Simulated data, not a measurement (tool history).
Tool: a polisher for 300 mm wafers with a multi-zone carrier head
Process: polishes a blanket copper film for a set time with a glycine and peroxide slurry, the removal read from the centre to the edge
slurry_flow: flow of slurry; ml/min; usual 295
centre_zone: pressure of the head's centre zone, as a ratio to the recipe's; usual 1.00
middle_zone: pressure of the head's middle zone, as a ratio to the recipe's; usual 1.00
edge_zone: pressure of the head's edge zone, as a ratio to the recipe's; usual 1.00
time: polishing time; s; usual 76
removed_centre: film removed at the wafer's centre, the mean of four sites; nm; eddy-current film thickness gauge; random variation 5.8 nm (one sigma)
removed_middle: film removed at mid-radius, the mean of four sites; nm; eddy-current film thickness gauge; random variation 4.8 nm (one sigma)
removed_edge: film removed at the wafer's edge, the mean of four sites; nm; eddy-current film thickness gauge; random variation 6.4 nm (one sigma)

run    day  slurry_flow  centre_zone  middle_zone  edge_zone  time  wafers since the last listed run  wafers polished on this pad  hours since the slurry nozzle was cleaned  hours since the centre zone pressure was calibrated  hours since the edge zone pressure was calibrated  hours since the carrier head's membrane was replaced  incoming thickness of the incoming film, nm  removed_centre  removed_middle  removed_edge
  1  0.000          295         1.00         1.00       1.00    76                                 0                          159                                      104.3                                                762.4                                              550.9                                                1587.6                                       1743.0           503.7           492.2         481.6
  2  0.396          295         0.95         1.00       1.00    76                                61                          221                                      113.8                                                771.9                                              560.4                                                1597.1                                       1732.1           475.4           490.9         496.2
  3  0.975          295         0.95         1.00       1.00    76                                90                          312                                      127.7                                                785.8                                              574.3                                                1611.0                                       1724.9           477.7           490.7         490.3
  4  1.558          295         0.95         1.00       1.00    76                                91                          403                                      141.7                                                799.8                                              588.3                                                1625.0                                       1740.3           470.2           485.2         494.4
  5  2.175          295         1.00         1.00       1.00    70                                96                          500                                      156.5                                                814.6                                              603.1                                                1639.8                                       1748.6           457.6           456.0         455.8
  6  2.492          295         1.00         1.00       1.00    70                                49                          549                                      164.1                                                822.2                                              610.7                                                1647.4                                       1735.0           454.4           451.0         447.7
     2.658  -- edge zone pressure recalibrated
     2.729  -- carrier head's membrane replaced by a new one
     2.833  -- worn pad replaced by a new one
  7  2.983          295         1.00         1.00       1.00    76                                36                           23                                      175.9                                                834.0                                                7.8                                                   6.1                                       1756.1           483.5           486.1         480.6
     3.300  -- slurry nozzle cleaned
  8  3.704          295         1.08         0.91       0.90    76                               106                          129                                        9.7                                                851.3                                               25.1                                                  23.4                                       1741.7           566.0           467.6         495.8
  9  5.408          335         0.92         1.00       1.00    76                               266                          396                                       50.6                                                892.2                                               66.0                                                  64.3                                       1722.2           481.6           505.4         501.9
     5.554  -- centre zone pressure recalibrated
 10  6.200          230         1.00         1.00       1.00    87                               110                          507                                       69.6                                                 15.5                                               85.0                                                  83.3                                       1723.6           554.8           545.3         540.8
     6.417  -- worn pad replaced by a new one
 11  6.475          295         1.00         1.00       1.00    50                                16                            8                                       76.2                                                 22.1                                               91.6                                                  89.9                                       1730.9           325.9           324.5         325.8
 12  6.812          295         0.95         1.00       1.00    76                                52                           61                                       84.3                                                 30.2                                               99.7                                                  98.0                                       1732.6           483.1           492.2         498.1
 13  7.212          390         1.09         1.00       0.97    93                                62                          124                                       93.9                                                 39.8                                              109.3                                                 107.6                                       1721.6           687.5           625.3         601.2
 14  7.862          295         1.00         1.00       1.00    76                               101                          225                                      109.5                                                 55.4                                              124.9                                                 123.2                                       1738.3           496.5           482.7         498.5
 15  8.300          335         0.92         1.00       1.00    76                                68                          294                                      120.0                                                 65.9                                              135.4                                                 133.7                                       1735.9           475.2           492.3         485.6

4 ways to go on from here, each from the tool as it stands after run 15. What would each give?
  A  8.317          295         1.00         1.00       1.00    65                                 2                          296                                      120.4                                                 66.3                                              135.8                                                 134.1                                       1761.5               ?               ?             ?
  B  8.317          335         1.12         1.00       0.90    76                                 2                          296                                      120.4                                                 66.3                                              135.8                                                 134.1                                       1761.5               ?               ?             ?
  C  8.317          295         1.11         0.93       1.00    63                                 2                          296                                      120.4                                                 66.3                                              135.8                                                 134.1                                       1761.5               ?               ?             ?
  D  8.317          380         1.00         1.00       1.00    76                                 2                          296                                      120.4                                                 66.3                                              135.8                                                 134.1                                       1761.5               ?               ?             ?

run  removed_centre  removed_middle  removed_edge
  A           421.0           418.2         415.8
  B           557.1           498.7         474.7
  C           447.6           381.1         403.4
  D           513.5           507.7         500.0
Without the tool's hidden state the same runs would have given:
run  removed_centre  removed_middle  removed_edge
  A           453.6           447.0         437.0
  B           594.7           528.8         496.1
  C           482.2           407.4         424.0
  D           543.8           534.7         519.9
